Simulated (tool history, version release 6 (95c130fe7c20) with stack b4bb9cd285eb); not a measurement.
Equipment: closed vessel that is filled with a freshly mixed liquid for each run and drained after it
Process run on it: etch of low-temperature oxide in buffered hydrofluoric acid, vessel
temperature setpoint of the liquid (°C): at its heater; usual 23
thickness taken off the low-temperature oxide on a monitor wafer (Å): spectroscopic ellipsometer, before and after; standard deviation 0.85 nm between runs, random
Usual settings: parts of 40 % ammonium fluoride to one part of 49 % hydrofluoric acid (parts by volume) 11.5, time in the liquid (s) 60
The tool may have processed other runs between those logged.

| run | hour | temperature setpoint of the liquid (°C) | parts of 40 % ammonium fluoride to one part of 49 % hydrofluoric acid (parts by volume) | time in the liquid (s) | read-back film thickness of the low-temperature oxide reference wafer, read on the same gauge (nm) | thickness taken off the low-temperature oxide on a monitor wafer (Å) |
|---|---|---|---|---|---|---|
| 1 | 0 | 25 | 11.5 | 60 | 29.78 | 2709.4 |
| 2 | 62.7 | 25 | 11.5 | 60 | 29.81 | 2716.6 |
| 3 | 103.9 | 23 | 11.5 | 60 | 29.76 | 2413.3 |
| 4 | 146.1 | 23 | 13 | 60 | 29.71 | 2159.4 |
| 5 | 177.4 | 23 | 13 | 60 | 29.7 | 2139.7 |
| 6 | 240.8 | 23 | 11.5 | 60 | 29.65 | 2419.3 |
| 7 | 303.7 | 23 | 11.5 | 60 | 29.64 | 2408.9 |
| 8 | 367.5 | 23 | 11.5 | 60 | 29.54 | 2400.5 |
| 9 | 412.5 | 23 | 11.5 | 70 | 29.57 | 2787.5 |
|  | 448.6 | hydrofluoric acid flow meter replaced |
| 10 | 474.6 | 23 | 11.5 | 60 | 29.48 | 2400.4 |
| 11 | 512 | 23 | 11.5 | 60 | 29.41 | 2391.5 |
| 12 | 546.1 | 23 | 11.5 | 60 | 29.41 | 2392.1 |
|  | 572.4 | thermometer replaced |
| 13 | 582.7 | 23 | 13.5 | 60 | 29.37 | 2044.5 |
| 14 | 638.8 | 23 | 11.5 | 60 | 29.35 | 2387.3 |
| 15 | 671.3 | 19 | 11.5 | 60 | 29.28 | 1912.2 |
|  | 679.2 | gauge calibrated |
| 16 | 742 | 21 | 10 | 30 | 30.08 | 1247.1 |
| 17 | 811.9 | 21.5 | 11.5 | 70 | 30.06 | 2634.3 |
| 18 | 864.3 | 23 | 11.5 | 60 | 30.06 | 2443.2 |
| 19 | 915.9 | 23 | 11.5 | 45 | 30.02 | 1843.3 |
| 20 | 944.4 | 24.5 | 9.5 | 50 | 30.04 | 2621 |
| 21 | 1138.6 | 23 | 11.5 | 60 | 29.98 | 2465.5 |
| 22 | 1200.1 | 23 | 11.5 | 60 | 29.91 | 2440.8 |
| 23 | 1271.5 | 26 | 13 | 90 | 29.93 | 3853.9 |
| 24 | 1305.6 | 23 | 11.5 | 60 | 29.91 | 2445.2 |
| 25 | 1358 | 27.5 | 8.5 | 50 | 29.88 | 3389.8 |
| 26 | 1422.6 | 23 | 11.5 | 80 | 29.82 | 3238 |
| 27 | 1452.9 | 23 | 9.5 | 30 | 29.79 | 1436.8 |
| 28 | 1481.9 | 23 | 11.5 | 60 | 29.84 | 2432.2 |

For each run, what was the tool's unlogged condition?
liquid hotter than its thermometer reads (K): 0 at every run
hydrofluoric acid flow above the setpoint (%): 0 at every run
H1: gauge reads high (%)
| run | H1 |
|---|---|
| 1 | -0.638 |
| 2 | -0.755 |
| 3 | -0.838 |
| 4 | -0.926 |
| 5 | -0.994 |
| 6 | -1.14 |
| 7 | -1.29 |
| 8 | -1.46 |
| 9 | -1.59 |
| 10 | -1.76 |
| 11 | -1.88 |
| 12 | -1.98 |
| 13 | -2.1 |
| 14 | -2.28 |
| 15 | -2.39 |
| 16 | 0.183 |
| 17 | 0.167 |
| 18 | 0.146 |
| 19 | 0.12 |
| 20 | 0.102 |
| 21 | -0.0704 |
| 22 | -0.144 |
| 23 | -0.242 |
| 24 | -0.293 |
| 25 | -0.376 |
| 26 | -0.489 |
| 27 | -0.545 |
| 28 | -0.601 |

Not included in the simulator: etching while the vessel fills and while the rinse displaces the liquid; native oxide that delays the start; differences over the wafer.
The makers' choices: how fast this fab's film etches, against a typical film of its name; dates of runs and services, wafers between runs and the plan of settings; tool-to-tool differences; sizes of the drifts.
